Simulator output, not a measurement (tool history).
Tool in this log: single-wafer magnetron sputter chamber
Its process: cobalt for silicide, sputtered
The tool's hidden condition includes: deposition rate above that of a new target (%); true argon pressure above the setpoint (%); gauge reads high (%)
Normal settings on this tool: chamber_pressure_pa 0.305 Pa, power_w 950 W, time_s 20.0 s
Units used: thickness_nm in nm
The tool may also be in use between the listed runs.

run,day,chamber_pressure_pa,power_w,time_s,wafers since the last listed run,wafers on the sputter target,hours since the last manometer calibration,hours since the magnet pack was replaced,hours since the gauge calibration,"read-back reference wafer on the same gauge, thickness_nm",thickness_nm
1,0.000,0.330,950,17.9,0,4256,934.5,9782.7,1007.4,10.598,9.224
2,1.667,0.330,950,17.9,1065,5321,974.5,9822.7,1047.4,10.609,9.192
3,3.662,0.330,950,17.9,1275,6597,1022.4,9870.6,1095.3,10.596,9.181
4,5.533,0.305,950,20.0,1195,7793,1067.3,9915.5,1140.2,10.600,10.248
# day 6.950: sputter target and shields replaced
5,7.121,0.305,1000,18.3,801,109,1105.4,9953.6,1178.3,10.608,9.947
6,8.671,0.305,1000,18.3,990,1099,1142.6,9990.8,1215.5,10.611,9.904
7,10.712,0.358,950,20.0,1304,2404,1191.6,10039.8,1264.5,10.600,10.316
8,12.012,0.222,950,20.0,830,3235,1222.8,10071.0,1295.7,10.609,10.501
9,14.792,0.305,950,21.4,1776,5011,1289.5,10137.7,1362.4,10.607,11.055
10,15.808,0.305,950,21.4,649,5661,1313.9,10162.1,1386.8,10.601,11.009
11,18.171,0.305,950,21.4,1509,7171,1370.6,10218.8,1443.5,10.604,10.981
# day 20.283: sputter target and shields replaced
12,20.938,0.305,950,20.0,1555,419,1437.0,10285.2,1509.9,10.601,10.448
13,23.417,0.305,950,18.5,1584,2003,1496.5,10344.7,1569.4,10.591,9.612
14,25.821,0.305,950,18.5,1536,3540,1554.2,10402.4,1627.1,10.595,9.606
15,28.317,0.305,950,18.5,1595,5135,1614.1,10462.3,1687.0,10.609,9.543
16,29.704,0.305,950,20.0,886,6022,1647.4,10495.6,1720.3,10.601,10.333
# day 35.675: sputter target and shields replaced
# day 35.746: gauge calibrated
17,37.212,0.305,1050,20.0,4585,982,1827.6,10675.8,35.2,10.599,11.271
18,38.654,0.256,1150,20.0,921,1903,1862.2,10710.4,69.8,10.597,12.155
19,40.088,0.202,950,20.0,916,2819,1896.6,10744.8,104.2,10.599,10.616
20,41.450,0.391,850,18.1,870,3690,1929.3,10777.5,136.9,10.596,8.504
# day 42.633: magnet pack replaced
21,44.054,0.330,950,17.9,1451,5141,1991.8,34.1,199.4,10.589,9.186
22,45.704,0.305,950,20.0,1054,6196,2031.4,73.7,239.0,10.608,10.306
# day 48.154: sputter target and shields replaced
23,48.175,0.305,950,20.0,1366,13,2090.7,133.0,298.3,10.598,10.444
24,50.458,0.202,950,20.0,1459,1472,2145.5,187.8,353.1,10.594,10.625
# day 51.617: capacitance manometer re-zeroed and calibrated
25,52.179,0.305,950,21.2,886,2359,13.5,229.1,394.4,10.596,10.979
26,53.800,0.305,900,22.1,1035,3395,52.4,268.0,433.3,10.598,10.983
27,56.700,0.221,950,20.0,1853,5249,122.0,337.6,502.9,10.596,10.510
28,58.888,0.305,950,21.2,1398,6647,174.5,390.1,555.4,10.604,10.887
# day 61.892: sputter target and shields replaced
29,61.912,0.305,950,18.7,1720,12,247.1,462.7,628.0,10.599,9.771
30,63.638,0.383,950,21.7,1102,1115,288.5,504.1,669.4,10.607,11.119
31,65.588,0.190,950,20.0,1246,2361,335.3,550.9,716.2,10.607,10.643
32,67.317,0.229,800,22.9,1105,3466,376.8,592.4,757.7,10.603,10.625

Consider 4 possible next runs. They are alternatives, not a sequence: every one starts from the tool as it was left by run 32. What does each give?
A,67.333,0.305,950,20.0,10,3477,377.2,592.8,758.1,?,?
B,67.333,0.268,950,16.3,10,3477,377.2,592.8,758.1,?,?
C,67.333,0.192,700,18.9,10,3477,377.2,592.8,758.1,?,?
D,67.333,0.212,1050,21.4,10,3477,377.2,592.8,758.1,?,?

run,"read-back reference wafer on the same gauge, thickness_nm",thickness_nm
A,10.594,10.376
B,10.594,8.520
C,10.594,8.128
D,10.594,12.174
Stripped of hidden state, with their random variation kept, the same runs would have yielded:
run,thickness_nm
A,10.491
B,8.615
C,8.218
D,12.309
